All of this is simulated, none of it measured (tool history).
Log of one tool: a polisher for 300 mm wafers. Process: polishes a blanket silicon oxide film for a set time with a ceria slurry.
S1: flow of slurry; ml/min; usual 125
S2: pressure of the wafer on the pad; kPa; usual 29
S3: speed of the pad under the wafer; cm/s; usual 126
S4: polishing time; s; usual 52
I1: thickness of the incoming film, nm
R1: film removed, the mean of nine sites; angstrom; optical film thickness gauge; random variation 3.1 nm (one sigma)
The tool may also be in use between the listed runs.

run	hour	S1	S2	S3	S4	I1	R1
1	0	125	24.8	144	52	1075.2	3329
2	8.4	125	24.8	144	52	1073	3313
3	22.3	125	24.8	144	52	1081.7	3328
4	32.5	125	29	108	52	1090.7	2787
# hour 37.9: worn pad replaced by a new one
5	50.4	125	29	108	52	1075.7	2765
6	64.6	125	29	108	52	1091.6	2761
7	77.8	125	29	126	52	1088.9	3198
# hour 85.8: slurry nozzle cleaned
8	92.9	125	19.3	102	52	1068.3	2112
9	108.1	125	25.5	108	63	1086.1	3105
# hour 120.4: worn pad replaced by a new one
10	120.9	125	29	126	52	1080.9	3158
11	126.6	125	18.6	168	68	1082	4345
# hour 129: head pressure recalibrated
12	141.1	165	23.4	126	52	1097.2	2967
13	152.5	125	24.8	126	52	1090.2	2934
14	168.7	125	29	108	52	1068.8	2818

Forecast each of these 5 alternatives for the next run:
A	169.1	125	29	92	52	1081.3	?
B	169.1	85	25.5	126	66	1081.3	?
C	169.1	155	38.6	126	52	1081.3	?
D	169.1	100	20.7	126	36	1081.3	?
E	169.1	125	29	126	70	1081.3	?

run	R1
A	2418
B	3433
C	4064
D	1759
E	4368
Without the tool's hidden state the same runs would have given:
run	R1
A	2418
B	3433
C	4064
D	1759
E	4368
